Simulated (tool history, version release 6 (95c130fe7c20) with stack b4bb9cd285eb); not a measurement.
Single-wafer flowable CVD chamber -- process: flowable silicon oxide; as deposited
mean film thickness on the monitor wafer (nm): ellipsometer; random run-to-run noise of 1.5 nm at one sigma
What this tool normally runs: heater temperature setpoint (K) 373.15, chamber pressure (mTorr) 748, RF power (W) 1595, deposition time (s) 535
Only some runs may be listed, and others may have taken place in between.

run    hour  heater temperature setpoint (K)  chamber pressure (mTorr)  RF power (W)  deposition time (s)  read-back reference wafer on the same gauge, thickness_nm  mean film thickness on the monitor wafer (nm)
  1     0.0                           373.15                       748          1595                  616                                                    258.889                                        300.045
  2    79.8                           373.15                       748          1595                  616                                                    258.987                                        295.378
  3   121.6                           373.15                       748          1595                  535                                                    259.159                                        257.295
  4   175.9                           373.15                       639          1595                  535                                                    259.536                                        219.529
  5   237.9                           373.15                       639          1595                  535                                                    258.723                                        216.675
      260.7  -- capacitance manometer re-zeroed and calibrated
  6   338.5                           373.15                       748          1595                  535                                                    259.049                                        274.608
  7   445.4                           373.15                       748          1595                  535                                                    259.322                                        274.529
  8   494.3                           373.15                       790          1595                  561                                                    258.364                                        301.480
      514.3  -- RF generator calibrated
  9   599.8                           373.15                       790          1595                  561                                                    258.669                                        301.778
      664.0  -- showerhead replaced
 10   703.9                           373.15                       790          1595                  561                                                    259.411                                        304.451
      729.4  -- gauge calibrated
 11   797.0                           360.15                       748          1595                  535                                                    258.806                                        407.089
 12   878.6                           373.15                       583          1595                  508                                                    258.837                                        202.950
 13   942.2                           373.15                       659          1430                  535                                                    258.798                                        237.009
 14  1022.6                           382.15                       897          1595                  535                                                    259.315                                        250.354
 15  1132.8                           373.15                       748          1595                  535                                                    259.468                                        272.448
     1192.7  -- thermocouple changed; heater temperature recalibrated
 16  1223.6                           385.15                       892          1365                  433                                                    259.205                                        170.393
     1281.1  -- RF generator calibrated
 17  1281.6                           373.15                       748          1595                  535                                                    259.466                                        262.899
 18  1355.6                           373.15                       924          1595                  535                                                    258.981                                        325.176
 19  1436.8                           384.15                       659          1510                  484                                                    259.633                                        144.049
 20  1487.9                           373.15                       920          1725                  535                                                    258.633                                        324.607
 21  1579.0                           373.15                       589          1895                  535                                                    258.450                                        208.348
     1603.6  -- capacitance manometer re-zeroed and calibrated
 22  1685.5                           359.15                       689          1595                  642                                                    258.764                                        457.419
 23  1742.1                           361.15                       748          1375                  535                                                    258.691                                        381.881
 24  1830.6                           373.15                       748          1595                  535                                                    259.035                                        270.620
 25  1934.5                           384.15                       814          1895                  606                                                    258.943                                        248.945
 26  1971.4                           373.15                       748          1595                  535                                                    259.261                                        274.203
 27  2062.6                           373.15                       688          1510                  586                                                    258.522                                        272.091
 28  2173.4                           373.15                       748          1595                  585                                                    259.169                                        297.878

What was the tool's hidden state at every run in the log?
delivered RF power above the setpoint (%): 0 at every run
gauge reads high (%): 0 at every run
H1: wafer temperature above the value expected at the setpoint (K)
H2: true pressure above the setpoint (%)
run       H1       H2
  1  -0.0698    -4.75
  2   -0.108    -5.37
  3    -0.13    -5.71
  4   -0.163    -6.17
  5   -0.204    -6.72
  6   -0.281   -0.154
  7   -0.375   -0.236
  8   -0.422   -0.296
  9   -0.534   -0.473
 10   -0.657   -0.711
 11   -0.777   -0.978
 12   -0.891    -1.25
 13   -0.985    -1.49
 14    -1.11    -1.83
 15    -1.29    -2.36
 16    0.118    -2.85
 17    0.114    -3.19
 18    0.103    -3.64
 19   0.0843    -4.18
 20   0.0684    -4.54
 21   0.0326    -5.22
 22  -0.0215    0.255
 23  -0.0555    0.218
 24   -0.116    0.124
 25   -0.199  -0.0458
 26   -0.231   -0.121
 27   -0.318   -0.342
 28   -0.436   -0.675
